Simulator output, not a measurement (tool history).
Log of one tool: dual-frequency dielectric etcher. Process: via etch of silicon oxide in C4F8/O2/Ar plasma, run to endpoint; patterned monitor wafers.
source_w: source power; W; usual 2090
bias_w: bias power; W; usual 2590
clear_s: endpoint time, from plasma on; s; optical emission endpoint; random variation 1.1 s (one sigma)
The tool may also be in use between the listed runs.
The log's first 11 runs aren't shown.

| run | day | source_w | bias_w | incoming incoming film thickness, nm | clear_s |
|---|---|---|---|---|---|
| 12 | 5.604 | 2090 | 2590 | 813.9 | 152.6 |
| 13 | 5.954 | 1930 | 3152 | 799 | 142.7 |
| 14 | 6.342 | 1730 | 2207 | 808.3 | 171.2 |
|  | 6.579 | source power generator calibrated |
| 15 | 6.858 | 2610 | 2244 | 799.5 | 145.9 |
| 16 | 7.479 | 2090 | 2590 | 803.3 | 152 |
| 17 | 7.804 | 1700 | 3017 | 804.8 | 149.3 |
| 18 | 8.258 | 1660 | 3186 | 800.9 | 149.6 |
|  | 9.721 | wet clean of the chamber |
| 19 | 9.742 | 2090 | 2590 | 806.5 | 159.5 |
| 20 | 9.758 | 2090 | 2423 | 799.6 | 160.7 |
| 21 | 10.029 | 2090 | 2590 | 798.1 | 157 |
| 22 | 10.571 | 2550 | 3097 | 797.5 | 135.6 |
| 23 | 11.238 | 1690 | 2901 | 806 | 162.6 |
| 24 | 11.608 | 2360 | 3179 | 802.6 | 139.5 |
| 25 | 12.329 | 2090 | 2590 | 808.3 | 160.5 |
| 26 | 12.654 | 2410 | 2290 | 799.2 | 155.3 |

Run 27 comes next. What will it give?
| 27 | 14.342 | 1880 | 2324 | 805.1 | ? |

Run 27 gave clear_s 171.3 s.
Without the tool's hidden state the same run would have given clear_s 173.1 s.
